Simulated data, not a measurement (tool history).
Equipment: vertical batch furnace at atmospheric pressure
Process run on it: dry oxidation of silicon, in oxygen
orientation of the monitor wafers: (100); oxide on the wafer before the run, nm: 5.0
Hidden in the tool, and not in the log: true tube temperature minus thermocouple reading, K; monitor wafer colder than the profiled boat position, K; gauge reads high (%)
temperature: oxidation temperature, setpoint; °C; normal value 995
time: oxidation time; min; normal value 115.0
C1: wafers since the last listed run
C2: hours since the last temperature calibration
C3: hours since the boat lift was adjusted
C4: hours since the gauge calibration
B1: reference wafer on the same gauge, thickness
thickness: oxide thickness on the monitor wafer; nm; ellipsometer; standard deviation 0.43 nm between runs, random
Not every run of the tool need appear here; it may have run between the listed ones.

Run 1, hour 0.0: usual settings; C1 0; C2 1667.7; C3 1924.9; C4 638.1; B1 88.11. Result: thickness 82.13 nm.
Run 2, hour 95.8: usual settings but temperature 1005 °C; C1 1303; C2 1763.5; C3 2020.7; C4 733.9; B1 88.08. Result: thickness 89.63 nm.
Run 3, hour 162.8: usual settings but temperature 1005 °C; C1 911; C2 1830.5; C3 2087.7; C4 800.9; B1 87.83. Result: thickness 89.51 nm.
Run 4, hour 244.2: usual settings; C1 1107; C2 1911.9; C3 2169.1; C4 882.3; B1 87.68. Result: thickness 82.16 nm.
Run 5, hour 313.7: usual settings; C1 945; C2 1981.4; C3 2238.6; C4 951.8; B1 87.89. Result: thickness 81.96 nm.
Run 6, hour 418.8: usual settings; C1 1429; C2 2086.5; C3 2343.7; C4 1056.9; B1 87.89. Result: thickness 81.60 nm.
Run 7, hour 506.4: usual settings; C1 1191; C2 2174.1; C3 2431.3; C4 1144.5; B1 87.79. Result: thickness 82.53 nm.
Run 8, hour 552.4: usual settings but time 154.0 min; C1 625; C2 2220.1; C3 2477.3; C4 1190.5; B1 87.65. Result: thickness 98.35 nm.
Run 9, hour 640.5: usual settings but time 154.0 min; C1 1198; C2 2308.2; C3 2565.4; C4 1278.6; B1 87.59. Result: thickness 100.64 nm.
Run 10, hour 962.4: usual settings but time 154.0 min; C1 4378; C2 2630.1; C3 2887.3; C4 1600.5; B1 87.53. Result: thickness 100.20 nm.
Run 11, hour 1018.2: usual settings but time 129.0 min; C1 758; C2 2685.9; C3 2943.1; C4 1656.3; B1 87.88. Result: thickness 89.02 nm.
Run 12, hour 1092.8: usual settings but time 129.0 min; C1 1014; C2 2760.5; C3 3017.7; C4 1730.9; B1 87.64. Result: thickness 88.38 nm.
Run 13, hour 1155.4: usual settings; C1 851; C2 2823.1; C3 3080.3; C4 1793.5; B1 87.83. Result: thickness 82.07 nm.
Run 14, hour 1227.5: usual settings but temperature 979 °C; C1 980; C2 2895.2; C3 3152.4; C4 1865.6; B1 87.90. Result: thickness 70.10 nm.
Run 15, hour 1332.0: usual settings but temperature 978 °C; C1 1421; C2 2999.7; C3 3256.9; C4 1970.1; B1 87.67. Result: thickness 70.50 nm.
Run 16, hour 1401.5: usual settings but temperature 1014 °C, time 86.0 min; C1 945; C2 3069.2; C3 3326.4; C4 2039.6; B1 87.72. Result: thickness 80.49 nm.
Run 17, hour 1465.8: usual settings but temperature 1007 °C, time 94.0 min; C1 874; C2 3133.5; C3 3390.7; C4 2103.9; B1 87.72. Result: thickness 80.79 nm.
Run 18, hour 1551.3: usual settings; C1 1162; C2 3219.0; C3 3476.2; C4 2189.4; B1 87.85. Result: thickness 82.07 nm.
At hour 1629.6: thermocouples replaced and temperature profile calibrated.
Run 19, hour 1638.5: usual settings but temperature 1016 °C, time 89.0 min; C1 859; C2 8.9; C3 3563.4; C4 2276.6; B1 87.72. Result: thickness 86.49 nm.
At hour 1653.9: gauge calibrated.
Run 20, hour 1745.7: usual settings; C1 1458; C2 116.1; C3 3670.6; C4 91.8; B1 87.85. Result: thickness 84.17 nm.
Run 21, hour 1800.6: usual settings; C1 746; C2 171.0; C3 3725.5; C4 146.7; B1 87.74. Result: thickness 84.78 nm.
Run 22, hour 1855.4: usual settings but temperature 1011 °C; C1 745; C2 225.8; C3 3780.3; C4 201.5; B1 87.84. Result: thickness 98.43 nm.
At hour 1899.2: boat lift adjusted.
Run 23, hour 1923.7: usual settings but time 94.0 min; C1 602; C2 294.1; C3 24.5; C4 269.8; B1 87.66. Result: thickness 73.56 nm.
Run 24, hour 1976.0: usual settings but temperature 1016 °C, time 142.5 min; C1 711; C2 346.4; C3 76.8; C4 322.1; B1 87.69. Result: thickness 118.18 nm.
Run 25, hour 2037.8: usual settings but temperature 1017 °C, time 171.5 min; C1 840; C2 408.2; C3 138.6; C4 383.9; B1 88.02. Result: thickness 135.33 nm.
Run 26, hour 2116.5: usual settings but temperature 1002 °C, time 64.0 min; C1 1070; C2 486.9; C3 217.3; C4 462.6; B1 87.86. Result: thickness 61.12 nm.
At hour 2221.6: thermocouples replaced and temperature profile calibrated, repeated, since the last time left the tool worse.
Run 27, hour 2222.1: usual settings but temperature 1015 °C, time 58.0 min; C1 1109; C2 0.5; C3 322.9; C4 568.2; B1 87.62. Result: thickness 60.79 nm.
Run 28, hour 2298.5: usual settings but time 62.5 min; C1 1039; C2 76.9; C3 399.3; C4 644.6; B1 87.95. Result: thickness 53.50 nm.
Run 29, hour 2387.3: usual settings but temperature 1018 °C, time 145.5 min; C1 1207; C2 165.7; C3 488.1; C4 733.4; B1 87.78. Result: thickness 116.21 nm.
Run 30, hour 2481.9: usual settings but temperature 1017 °C, time 155.5 min; C1 1286; C2 260.3; C3 582.7; C4 828.0; B1 88.14. Result: thickness 120.80 nm.

4 ways to go on from here, each from the tool as it stands after run 30. What would each give?
Run A, hour 2487.4: usual settings but temperature 972 °C; C1 74; C2 265.8; C3 588.2; C4 833.5; B1 ?. Result: thickness ?.
Run B, hour 2487.4: usual settings but temperature 1016 °C, time 142.0 min; C1 74; C2 265.8; C3 588.2; C4 833.5; B1 ?. Result: thickness ?.
Run C, hour 2487.4: usual settings but temperature 978 °C, time 92.5 min; C1 74; C2 265.8; C3 588.2; C4 833.5; B1 ?. Result: thickness ?.
Run D, hour 2487.4: usual settings but time 79.0 min; C1 74; C2 265.8; C3 588.2; C4 833.5; B1 ?. Result: thickness ?.

run     B1  thickness
  A  87.46      66.04
  B  87.46     112.53
  C  87.46      59.50
  D  87.46      62.30
Stripped of hidden state, with their random variation kept, the same runs would have yielded:
run  thickness
  A      65.68
  B     111.79
  C      59.17
  D      61.86
